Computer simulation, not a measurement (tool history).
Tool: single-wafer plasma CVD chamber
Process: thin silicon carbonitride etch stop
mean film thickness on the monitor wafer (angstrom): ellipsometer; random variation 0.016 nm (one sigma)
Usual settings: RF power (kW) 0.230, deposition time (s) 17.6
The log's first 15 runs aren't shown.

run,hour,RF power (kW),deposition time (s),wafers since the last listed run,hours since the last thermocouple change,hours since the last RF generator calibration,hours since the showerhead was replaced,hours since the gauge calibration,"read-back reference wafer on the same gauge, thickness_nm",mean film thickness on the monitor wafer (angstrom)
16,729.3,0.240,17.6,514,718.1,661.5,682.5,2291.8,11.401,106.36
17,758.2,0.205,14.9,470,747.0,690.4,711.4,2320.7,11.400,82.98
18,789.4,0.205,14.4,508,778.2,721.6,742.6,2351.9,11.401,80.12
19,818.9,0.190,19.2,480,807.7,751.1,772.1,2381.4,11.401,102.18
# hour 849.3: gauge calibrated
20,871.5,0.230,19.1,856,860.3,803.7,824.7,22.2,11.402,112.80
21,914.9,0.265,20.0,706,903.7,847.1,868.1,65.6,11.405,126.45
22,969.7,0.230,16.5,892,958.5,901.9,922.9,120.4,11.404,97.30
23,1005.3,0.205,20.3,579,994.1,937.5,958.5,156.0,11.401,112.68
24,1038.3,0.270,19.4,537,1027.1,970.5,991.5,189.0,11.396,123.85
25,1089.4,0.230,17.6,832,1078.2,1021.6,1042.6,240.1,11.401,103.61
26,1122.8,0.245,14.6,543,1111.6,1055.0,1076.0,273.5,11.400,89.06
27,1188.0,0.230,17.6,1061,1176.8,1120.2,1141.2,338.7,11.403,103.59
28,1250.7,0.230,17.6,1021,1239.5,1182.9,1203.9,401.4,11.401,103.94
29,1307.4,0.260,14.3,923,1296.2,1239.6,1260.6,458.1,11.398,89.54
30,1333.1,0.230,17.6,418,1321.9,1265.3,1286.3,483.8,11.399,103.63
31,1381.7,0.275,17.6,791,1370.5,1313.9,1334.9,532.4,11.398,112.77
32,1438.9,0.230,19.4,931,1427.7,1371.1,1392.1,589.6,11.399,114.54
33,1490.2,0.270,19.4,835,1479.0,1422.4,1443.4,640.9,11.398,123.13
34,1536.6,0.265,19.8,755,1525.4,1468.8,1489.8,687.3,11.396,124.95

Forecast each of these 5 alternatives for the next run:
A,1537.0,0.230,17.6,6,1525.8,1469.2,1490.2,687.7,?,?
B,1537.0,0.245,15.7,6,1525.8,1469.2,1490.2,687.7,?,?
C,1537.0,0.250,15.8,6,1525.8,1469.2,1490.2,687.7,?,?
D,1537.0,0.255,20.3,6,1525.8,1469.2,1490.2,687.7,?,?
E,1537.0,0.245,19.3,6,1525.8,1469.2,1490.2,687.7,?,?

run,"read-back reference wafer on the same gauge, thickness_nm",mean film thickness on the monitor wafer (angstrom)
A,11.399,103.76
B,11.399,95.53
C,11.399,97.09
D,11.399,125.93
E,11.399,117.43
Without the tool's hidden state the same runs would have given:
run,mean film thickness on the monitor wafer (angstrom)
A,105.98
B,97.57
C,99.16
D,128.62
E,119.94

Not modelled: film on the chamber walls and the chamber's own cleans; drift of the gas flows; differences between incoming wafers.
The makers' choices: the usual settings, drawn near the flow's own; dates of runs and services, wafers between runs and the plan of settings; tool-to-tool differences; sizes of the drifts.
